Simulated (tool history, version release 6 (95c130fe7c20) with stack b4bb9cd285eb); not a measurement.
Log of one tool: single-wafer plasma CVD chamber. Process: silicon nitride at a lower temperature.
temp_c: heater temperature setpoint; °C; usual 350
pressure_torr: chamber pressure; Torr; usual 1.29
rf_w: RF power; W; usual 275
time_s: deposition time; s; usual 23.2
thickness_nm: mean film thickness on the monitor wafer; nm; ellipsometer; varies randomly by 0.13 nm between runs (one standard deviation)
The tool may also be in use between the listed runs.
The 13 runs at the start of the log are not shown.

| run | day | temp_c | pressure_torr | rf_w | time_s | read-back reference wafer on the same gauge, thickness_nm | thickness_nm |
|---|---|---|---|---|---|---|---|
| 14 | 14.725 | 357 | 0.99 | 275 | 26.5 | 29.794 | 26.976 |
|  | 15.488 | thermocouple changed; heater temperature recalibrated |
|  | 16.071 | RF generator calibrated |
| 15 | 16.671 | 350 | 1.29 | 275 | 23.2 | 29.796 | 25.406 |
| 16 | 17.433 | 342 | 1.12 | 225 | 25.0 | 29.806 | 24.746 |
| 17 | 18.412 | 350 | 1.56 | 275 | 23.2 | 29.718 | 26.636 |
| 18 | 19.312 | 336 | 1.03 | 315 | 20.0 | 29.727 | 22.098 |
| 19 | 20.112 | 350 | 1.15 | 275 | 23.2 | 29.748 | 24.506 |
| 20 | 21.262 | 341 | 1.29 | 330 | 27.4 | 29.688 | 32.519 |
| 21 | 22.629 | 356 | 1.29 | 275 | 21.8 | 29.645 | 23.736 |
| 22 | 23.171 | 350 | 1.29 | 275 | 23.2 | 29.631 | 25.379 |
| 23 | 24.288 | 360 | 1.48 | 320 | 19.7 | 29.568 | 23.423 |
| 24 | 25.354 | 350 | 1.29 | 275 | 23.2 | 29.562 | 25.144 |
| 25 | 25.946 | 350 | 1.29 | 275 | 23.2 | 29.594 | 25.190 |
| 26 | 26.688 | 350 | 1.29 | 275 | 23.2 | 29.512 | 25.038 |
| 27 | 27.417 | 355 | 1.29 | 310 | 20.2 | 29.561 | 22.828 |
| 28 | 28.300 | 335 | 1.29 | 275 | 24.6 | 29.464 | 26.934 |
| 29 | 29.588 | 345 | 1.29 | 275 | 21.0 | 29.407 | 22.658 |
| 30 | 30.225 | 350 | 1.29 | 330 | 23.2 | 29.424 | 26.816 |

What if the next run were any one of these 3? Each begins from the tool's condition after run 30:
| A | 30.242 | 350 | 1.29 | 275 | 23.2 | ? | ? |
| B | 30.242 | 355 | 0.98 | 300 | 23.2 | ? | ? |
| C | 30.242 | 350 | 1.29 | 275 | 20.5 | ? | ? |

| run | read-back reference wafer on the same gauge, thickness_nm | thickness_nm |
|---|---|---|
| A | 29.379 | 25.293 |
| B | 29.379 | 24.376 |
| C | 29.379 | 22.356 |
Take away the tool's hidden state, keep each run's random variation, and the runs would have read:
| run | thickness_nm |
|---|---|
| A | 25.644 |
| B | 24.714 |
| C | 22.666 |

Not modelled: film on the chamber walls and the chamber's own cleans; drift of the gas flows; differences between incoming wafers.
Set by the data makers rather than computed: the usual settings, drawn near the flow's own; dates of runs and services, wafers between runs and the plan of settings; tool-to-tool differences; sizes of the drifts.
